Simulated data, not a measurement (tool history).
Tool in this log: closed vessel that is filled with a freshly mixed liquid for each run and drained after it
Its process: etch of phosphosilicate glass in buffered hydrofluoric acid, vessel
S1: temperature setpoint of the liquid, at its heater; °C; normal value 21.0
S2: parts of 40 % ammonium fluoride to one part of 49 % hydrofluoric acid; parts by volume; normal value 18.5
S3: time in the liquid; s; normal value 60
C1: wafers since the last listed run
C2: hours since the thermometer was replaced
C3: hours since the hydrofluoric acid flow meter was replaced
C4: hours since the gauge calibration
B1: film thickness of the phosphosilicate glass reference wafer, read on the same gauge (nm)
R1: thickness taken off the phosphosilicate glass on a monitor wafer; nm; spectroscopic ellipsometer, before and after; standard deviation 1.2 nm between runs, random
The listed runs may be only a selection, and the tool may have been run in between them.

run,hour,S1,S2,S3,C1,C2,C3,C4,B1,R1
1,0.0,21.0,18.5,40,0,782.8,2003.4,709.0,129.99,81.02
2,12.0,21.0,18.5,40,1337,794.8,2015.4,721.0,130.00,79.67
3,42.6,21.0,18.5,60,3410,825.4,2046.0,751.6,129.99,119.76
4,63.6,21.0,18.5,60,2340,846.4,2067.0,772.6,129.98,120.57
5,82.7,21.0,13.5,45,2128,865.5,2086.1,791.7,130.00,121.95
6,106.1,21.0,13.5,45,2607,888.9,2109.5,815.1,129.98,118.41
7,135.5,19.0,18.5,60,3276,918.3,2138.9,844.5,130.01,104.74
8,156.2,19.0,18.5,60,2306,939.0,2159.6,865.2,130.02,105.47
9,184.8,19.0,18.5,60,3187,967.6,2188.2,893.8,130.00,104.30
10,211.6,21.0,13.5,50,2986,994.4,2215.0,920.6,130.02,130.78
11,241.6,21.0,13.5,50,3343,1024.4,2245.0,950.6,130.00,131.40
12,254.9,18.0,14.0,75,1482,1037.7,2258.3,963.9,130.00,162.81
13,290.6,17.0,22.0,75,3978,1073.4,2294.0,999.6,129.98,100.31
14,312.5,21.0,21.5,60,2440,1095.3,2315.9,1021.5,129.99,101.16
# hour 331.9: gauge calibrated
# hour 338.5: hydrofluoric acid flow meter replaced
15,343.1,17.0,14.0,40,3298,1125.9,4.6,11.2,130.02,80.88
16,355.6,24.5,22.0,90,1393,1138.4,17.1,23.7,130.00,178.88
17,388.9,21.0,15.0,75,3711,1171.7,50.4,57.0,129.98,178.54
18,409.1,17.0,23.0,50,2251,1191.9,70.6,77.2,130.02,64.45
19,444.9,25.5,23.5,60,3989,1227.7,106.4,113.0,129.98,120.63
20,458.5,21.0,18.5,60,1515,1241.3,120.0,126.6,130.00,113.67
# hour 471.6: thermometer replaced
21,485.2,21.0,22.0,60,2864,13.6,146.7,153.3,130.02,108.76
22,520.7,24.0,23.0,30,3956,49.1,182.2,188.8,130.00,63.56
23,543.4,23.0,18.5,60,2529,71.8,204.9,211.5,129.99,143.18
24,566.1,21.0,13.5,60,2529,94.5,227.6,234.2,130.02,171.71
25,644.1,23.0,18.5,75,8692,172.5,305.6,312.2,130.03,174.39
26,676.1,25.5,15.5,85,3566,204.5,337.6,344.2,130.00,269.06
27,711.8,18.5,18.5,80,3978,240.2,373.3,379.9,129.98,141.99
28,745.1,25.5,23.5,60,3711,273.5,406.6,413.2,130.01,130.35
29,764.3,21.0,21.0,60,2139,292.7,425.8,432.4,130.00,110.62
30,788.5,18.0,11.0,40,2697,316.9,450.0,456.6,129.97,114.76
31,818.7,21.0,16.5,40,3365,347.1,480.2,486.8,130.00,91.79
32,842.9,21.0,18.5,60,2697,371.3,504.4,511.0,130.02,121.47

What the log doesn't show, run by run:
hydrofluoric acid flow below the setpoint (%): 0 at every run
gauge reads high (%): 0 at every run
H1: liquid colder than its thermometer reads (K)
run,H1
1,1.37
2,1.39
3,1.44
4,1.48
5,1.51
6,1.55
7,1.6
8,1.63
9,1.68
10,1.72
11,1.77
12,1.79
13,1.85
14,1.89
15,1.94
16,1.96
17,2.01
18,2.04
19,2.1
20,2.12
21,0.301
22,0.359
23,0.396
24,0.433
25,0.56
26,0.612
27,0.671
28,0.725
29,0.756
30,0.796
31,0.845
32,0.885

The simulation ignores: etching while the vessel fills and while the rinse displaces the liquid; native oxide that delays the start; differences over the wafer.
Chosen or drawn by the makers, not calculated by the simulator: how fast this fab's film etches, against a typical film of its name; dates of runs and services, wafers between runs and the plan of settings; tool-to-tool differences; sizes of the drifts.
